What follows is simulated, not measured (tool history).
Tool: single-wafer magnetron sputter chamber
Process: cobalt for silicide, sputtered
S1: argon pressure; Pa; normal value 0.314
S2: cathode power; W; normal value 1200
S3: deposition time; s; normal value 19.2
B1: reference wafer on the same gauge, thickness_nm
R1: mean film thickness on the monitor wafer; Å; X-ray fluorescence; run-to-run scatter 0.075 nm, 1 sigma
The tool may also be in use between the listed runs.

run   hour     S1    S2    S3      B1      R1
  1      0  0.314  1250  19.2  14.515  135.42
  2   27.9  0.314  1250  19.2  14.493  134.36
  3   58.4  0.314  1200  19.2  14.495  126.72
  4   88.2  0.314  1200  18.3  14.483   121.6
      96.4  -- sputter target and shields replaced
  5  108.7  0.314  1200  20.6  14.499  139.02
  6  124.5  0.314  1200  20.6  14.514  140.16
  7  157.9  0.314  1200  20.6  14.529  139.85
  8  170.4  0.314  1200  19.2  14.475  129.27
  9  187.6  0.314  1200  19.2  14.522  130.35
 10  213.2  0.314  1200  19.2  14.499  128.43
 11  248.7  0.314  1200  19.2  14.497   127.9
 12  266.7  0.314  1200  19.2  14.537  126.64
 13  298.7  0.314  1200  19.2  14.495  124.67
 14  318.4  0.314  1200  19.2  14.492  125.28
     344.5  -- sputter target and shields replaced
 15    345  0.314  1200  19.2  14.515  130.07
 16  368.5  0.314  1200  19.2  14.506  131.26
     371.5  -- gauge calibrated
     377.4  -- capacitance manometer re-zeroed and calibrated
 17  388.8  0.314  1200  19.2  14.512  131.11
 18    409  0.314  1450    17  14.505  140.98
 19  439.7  0.314  1200  19.2  14.478  131.39
 20  471.7  0.314  1400  19.2  14.515  151.45
 21  486.5  0.314  1200  19.2  14.509  127.74
 22  517.8  0.244  1300  15.9  14.502  116.66
 23  534.1  0.314  1400    16  14.508  122.64
     555.4  -- magnet pack replaced, of another model than before
 24  555.9  0.314  1000  19.2  14.472  105.22
     586.1  -- sputter target and shields replaced
 25  647.1  0.196  1200  19.2  14.548  140.84
 26  681.8  0.403  1400  19.2  14.521  144.61
 27  716.9  0.314   950  19.2  14.482  101.91
 28  732.6   0.25   950  20.2  14.543  110.64

Run 29 has not been measured yet. What should we expect?
 29  759.6  0.383  1050  19.2   ?   ?

{"run 29": {"B1": 14.524, "R1": 107.77}}
With no hidden state in the tool, this same run would have given R1 110.9 Å.
